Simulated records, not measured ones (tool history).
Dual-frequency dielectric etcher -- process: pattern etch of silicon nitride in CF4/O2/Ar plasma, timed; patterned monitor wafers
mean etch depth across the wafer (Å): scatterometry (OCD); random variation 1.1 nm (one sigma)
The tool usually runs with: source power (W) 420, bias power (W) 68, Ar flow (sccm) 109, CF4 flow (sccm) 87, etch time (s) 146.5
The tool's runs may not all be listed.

run	day	source power (W)	bias power (W)	Ar flow (sccm)	CF4 flow (sccm)	etch time (s)	wafers since the last listed run	hours since the last wet clean	hours since the last source power generator calibration	hours since the last bias power generator calibration	hours since the last Ar flow controller change	hours since the last CF4 flow controller change	hours since the last upper electrode change	hours since the gauge calibration	read-back reference wafer on the same gauge, depth_nm	mean etch depth across the wafer (Å)
1	0	420	68	109	87	146.5	0	323.1	0.5	3579.8	2839	2881.1	6256.4	253.4	264	2976
2	0.396	420	68	109	87	146.5	78	332.6	10	3589.3	2848.5	2890.6	6265.9	262.9	264.2	2988
# day 0.821: CF4 flow controller replaced
3	0.879	420	68	109	87	146.5	46	344.2	21.6	3600.9	2860.1	1.4	6277.5	274.5	264	3002
# day 0.938: gauge calibrated
4	1.221	420	68	109	87	146.5	67	352.4	29.8	3609.1	2868.3	9.6	6285.7	6.8	264	2991
5	1.762	420	68	109	87	146.5	107	365.4	42.8	3622.1	2881.3	22.6	6298.7	19.8	264	2974
# day 3.067: wet clean of the chamber
6	3.096	420	68	109	87	146.5	66	0.7	74.8	3654.1	2913.3	54.6	6330.7	51.8	264.1	2921
# day 3.338: bias power generator calibrated
7	3.358	420	68	130	87	119.5	19	7	81.1	0.5	2919.6	60.9	6337	58.1	264	2315
# day 4.525: upper electrode replaced
8	4.546	420	68	119	87	146.5	37	35.5	109.6	29	2948.1	89.4	0.5	86.6	263.9	2881
9	4.562	490	68	85	87	146.5	3	35.9	110	29.4	2948.5	89.8	0.9	87	264	3479
10	4.917	470	68	109	87	146.5	70	44.4	118.5	37.9	2957	98.3	9.4	95.5	264.2	3203
11	5.621	420	68	109	87	146.5	139	61.3	135.4	54.8	2973.9	115.2	26.3	112.4	264	2922
# day 6.204: Ar flow controller replaced
12	6.225	420	68	109	87	134.5	70	75.8	149.9	69.3	0.5	129.7	40.8	126.9	264.1	2690
13	6.671	380	68	109	87	146.5	88	86.5	160.6	80	11.2	140.4	51.5	137.6	264.4	2689
14	6.925	420	68	109	87	146.5	50	92.6	166.7	86.1	17.3	146.5	57.6	143.7	263.7	2935
15	7.196	350	85	109	66	183.5	53	99.1	173.2	92.6	23.8	153	64.1	150.2	263.8	3533
16	7.562	420	68	109	87	146.5	72	107.9	182	101.4	32.6	161.8	72.9	159	263.8	2946
17	7.867	420	68	109	67	177.5	60	115.2	189.3	108.7	39.9	169.1	80.2	166.3	263.9	3456
18	8.183	420	68	109	96	146.5	62	122.8	196.9	116.3	47.5	176.7	87.8	173.9	263.9	3012
19	9.454	420	68	117	87	105	252	153.3	227.4	146.8	78	207.2	118.3	204.4	263.8	2103
20	10.196	460	59	133	76	146.5	147	171.1	245.2	164.6	95.8	225	136.1	222.2	264.1	2755
21	11.617	370	68	109	87	183	281	205.2	279.3	198.7	129.9	259.1	170.2	256.3	264.1	3363

State the hidden condition of the tool at each of the runs:
source power that arrives over what is set, %: 0, the same for each run
bias power that arrives over what is set, %: 0, the same for each run
Ar flow that arrives over what is set, %: 0, the same for each run
CF4 flow that arrives over what is set, %: 0, the same for each run
gauge reads high (%): 0, the same for each run
H1: etch rate over this chamber's usual, %
run	H1
1	4.17
2	4.29
3	4.44
4	4.54
5	4.7
6	1.92
7	1.99
8	2.35
9	2.36
10	2.46
11	2.68
12	2.86
13	2.99
14	3.07
15	3.15
16	3.26
17	3.35
18	3.45
19	3.83
20	4.06
21	4.49

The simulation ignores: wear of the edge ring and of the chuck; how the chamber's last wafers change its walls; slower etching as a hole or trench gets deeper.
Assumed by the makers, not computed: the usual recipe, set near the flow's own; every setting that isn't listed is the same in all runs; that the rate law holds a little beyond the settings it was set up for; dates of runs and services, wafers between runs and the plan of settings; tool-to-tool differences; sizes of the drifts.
